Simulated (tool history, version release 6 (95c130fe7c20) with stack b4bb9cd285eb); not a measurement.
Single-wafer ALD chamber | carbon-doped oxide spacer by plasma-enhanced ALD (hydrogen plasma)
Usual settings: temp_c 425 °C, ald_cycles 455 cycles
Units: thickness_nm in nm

run   hour  temp_c  ald_cycles  wafers since the last listed run  hours since the last thermocouple change  hours since the gauge calibration  read-back reference wafer on the same gauge, thickness_nm  thickness_nm
  1      0     425         455                                 0                                    2217.8                               48.9                                                     23.787        19.897
  2   60.3     425         455                                52                                    2278.1                              109.2                                                     23.795        19.961
  3   94.6     425         455                                29                                    2312.4                              143.5                                                     23.795        19.966
  4  122.2     425         455                                23                                      2340                              171.1                                                     23.799        19.908
  5  156.7     425         455                                29                                    2374.5                              205.6                                                     23.802        19.848
  6  172.4     425         455                                13                                    2390.2                              221.3                                                     23.806        19.915
  7  195.5     425         395                                20                                    2413.3                              244.4                                                     23.804        17.204
  8  213.5     436         455                                15                                    2431.3                              262.4                                                     23.811         18.98
  9  236.5     425         455                                19                                    2454.3                              285.4                                                     23.788        19.935
 10    256     425         455                                16                                    2473.8                              304.9                                                      23.79        20.014
     259.6  -- gauge calibrated
     319.3  -- thermocouple changed; heater temperature recalibrated
 11  353.5     434         455                                77                                      34.2                               93.9                                                      23.79        19.292
 12    383     417         374                                25                                      63.7                              123.4                                                     23.814        16.846
 13  482.6     414         431                                86                                     163.3                                223                                                     23.797        19.592
 14  502.7     439         455                                17                                     183.4                              243.1                                                     23.804        18.831
 15  527.1     415         428                                21                                     207.8                              267.5                                                     23.824        19.463

Hidden state at the last listed run before each entry between runs and at the first one after, where it differs:
Between runs 10 and 11: gauge calibrated (hour 259.6); thermocouple changed; heater temperature recalibrated (hour 319.3)
  no hidden state differs between the two runs
